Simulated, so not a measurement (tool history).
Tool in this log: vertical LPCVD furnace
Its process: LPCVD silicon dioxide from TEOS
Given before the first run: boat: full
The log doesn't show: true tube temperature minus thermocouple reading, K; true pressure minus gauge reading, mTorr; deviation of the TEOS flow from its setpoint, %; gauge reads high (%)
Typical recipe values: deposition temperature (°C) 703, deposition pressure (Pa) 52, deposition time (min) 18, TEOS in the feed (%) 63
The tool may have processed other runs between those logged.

run    hour  deposition temperature (°C)  deposition pressure (Pa)  deposition time (min)  TEOS in the feed (%)  wafers since the last listed run  hours since the last temperature calibration  hours since the pressure gauge was zeroed  hours since the TEOS flow controller was replaced  hours since the gauge calibration  read-back reference wafer on the same gauge, thickness  film thickness on the monitor wafer in the middle of the boat (angstrom)
  1       0                          703                        52                     18                    63                                 0                                          1217                                      118.9                                             5281.6                                101                                                  178.81                                                                    1506.6
  2    36.8                          703                        52                     18                    63                               425                                        1253.8                                      155.7                                             5318.4                              137.8                                                  178.86                                                                    1505.8
  3   142.9                          703                        52                     18                    63                              1226                                        1359.9                                      261.8                                             5424.5                              243.9                                                  178.88                                                                    1497.1
  4   215.6                          703                        56                     18                    63                               840                                        1432.6                                      334.5                                             5497.2                              316.6                                                  178.97                                                                    1561.5
  5   281.5                          703                        56                     18                    63                               761                                        1498.5                                      400.4                                             5563.1                              382.5                                                  178.86                                                                    1556.6
  6   359.9                          700                        52                   19.5                    63                               906                                        1576.9                                      478.8                                             5641.5                              460.9                                                  179.18                                                                    1508.5
  7   411.8                          700                        52                   19.5                    63                               599                                        1628.8                                      530.7                                             5693.4                              512.8                                                  178.91                                                                    1513.8
  8   511.1                          700                        52                   19.5                    63                              1147                                        1728.1                                        630                                             5792.7                              612.1                                                  178.81                                                                    1506.1
  9   573.4                          703                        52                     15                    67                               720                                        1790.4                                      692.3                                               5855                              674.4                                                  178.97                                                                    1276.3
 10   658.5                          703                        52                     15                    67                               983                                        1875.5                                      777.4                                             5940.1                              759.5                                                  179.16                                                                    1277.7
 11   740.6                          703                        52                     15                    67                               949                                        1957.6                                      859.5                                             6022.2                              841.6                                                  179.04                                                                    1277.5
 12   806.4                          703                        52                     18                    63                               760                                        2023.4                                      925.3                                               6088                              907.4                                                  179.04                                                                    1489.8
 13  1124.1                          703                        52                     18                    63                              3672                                        2341.1                                       1243                                             6405.7                             1225.1                                                   178.9                                                                    1484.7
 14    1184                          703                        52                     18                    63                               692                                          2401                                     1302.9                                             6465.6                               1285                                                  179.03                                                                      1477
 15  1224.2                          703                        52                     18                    63                               464                                        2441.2                                     1343.1                                             6505.8                             1325.2                                                  179.05                                                                    1479.9
     1290.5  -- gauge calibrated
 16  1330.3                          703                        42                     25                    72                              1226                                        2547.3                                     1449.2                                             6611.9                               39.8                                                  178.96                                                                    1961.7
     1370.2  -- thermocouples replaced and temperature profile calibrated
 17  1398.7                          703                        52                     18                    69                               513                                          28.5                                     1517.6                                             6680.3                              108.2                                                  178.96                                                                    1550.2
     1452.5  -- TEOS flow controller replaced
 18  1476.2                          703                        40                     18                    52                               618                                           106                                     1595.1                                               23.7                              185.7                                                  178.97                                                                    1162.7
 19  1596.3                          703                      58.7                     18                    63                              1388                                         226.1                                     1715.2                                              143.8                              305.8                                                  178.84                                                                      1573
 20  1686.7                          699                      64.7                     20                    55                              1044                                         316.5                                     1805.6                                              234.2                              396.2                                                  178.98                                                                    1555.7
 21  1730.5                          714                        52                   21.5                    63                               506                                         360.3                                     1849.4                                                278                                440                                                  179.05                                                                    2257.2
     1815.8  -- pressure gauge zeroed
 22  1875.8                          711                        52                     18                    75                              1402                                         505.6                                         60                                              423.3                              585.3                                                  178.99                                                                    1974.8
 23  1960.4                          703                      58.7                     18                    63                               977                                         590.2                                      144.6                                              507.9                              669.9                                                  178.87                                                                    1602.8
 24  2002.2                          703                        52                     18                    51                               483                                           632                                      186.4                                              549.7                              711.7                                                  178.99                                                                    1360.3
 25  2077.8                          694                        52                     18                    53                               873                                         707.6                                        262                                              625.3                              787.3                                                  178.84                                                                    1121.9
 26  2163.8                          703                        52                     18                    63                               994                                         793.6                                        348                                              711.3                              873.3                                                   179.1                                                                    1503.1
 27  2223.5                          714                      60.7                     18                    63                               690                                         853.3                                      407.7                                                771                                933                                                  178.98                                                                    2096.3
 28  2304.8                          703                        52                     15                    67                               939                                         934.6                                        489                                              852.3                             1014.3                                                   178.9                                                                    1284.2
 29  2384.9                          703                        52                   12.5                    63                               925                                        1014.7                                      569.1                                              932.4                             1094.4                                                  179.01                                                                    1039.5

Take each entry between the runs: how does the hidden state at the last listed run before it differ from the hidden state at the first listed run after it?
Between runs 15 and 16: gauge calibrated (hour 1290.5)
  true pressure minus gauge reading, mTorr: -14.5 -> -15.7
  measured result minus the result with no hidden state, film thickness on the monitor wafer in the middle of the boat (angstrom): -28.3 -> -50.8
Between runs 16 and 17: thermocouples replaced and temperature profile calibrated (hour 1370.2)
  true pressure minus gauge reading, mTorr: -15.7 -> -16.5
  measured result minus the result with no hidden state, film thickness on the monitor wafer in the middle of the boat (angstrom): -50.8 -> -33.9
Between runs 17 and 18: TEOS flow controller replaced (hour 1452.5)
  true pressure minus gauge reading, mTorr: -16.5 -> -17.4
  measured result minus the result with no hidden state, film thickness on the monitor wafer in the middle of the boat (angstrom): -33.9 -> -35.2
Between runs 21 and 22: pressure gauge zeroed (hour 1815.8)
  true pressure minus gauge reading, mTorr: -20.3 -> 2.57
  measured result minus the result with no hidden state, film thickness on the monitor wafer in the middle of the boat (angstrom): -61.2 -> +6.5
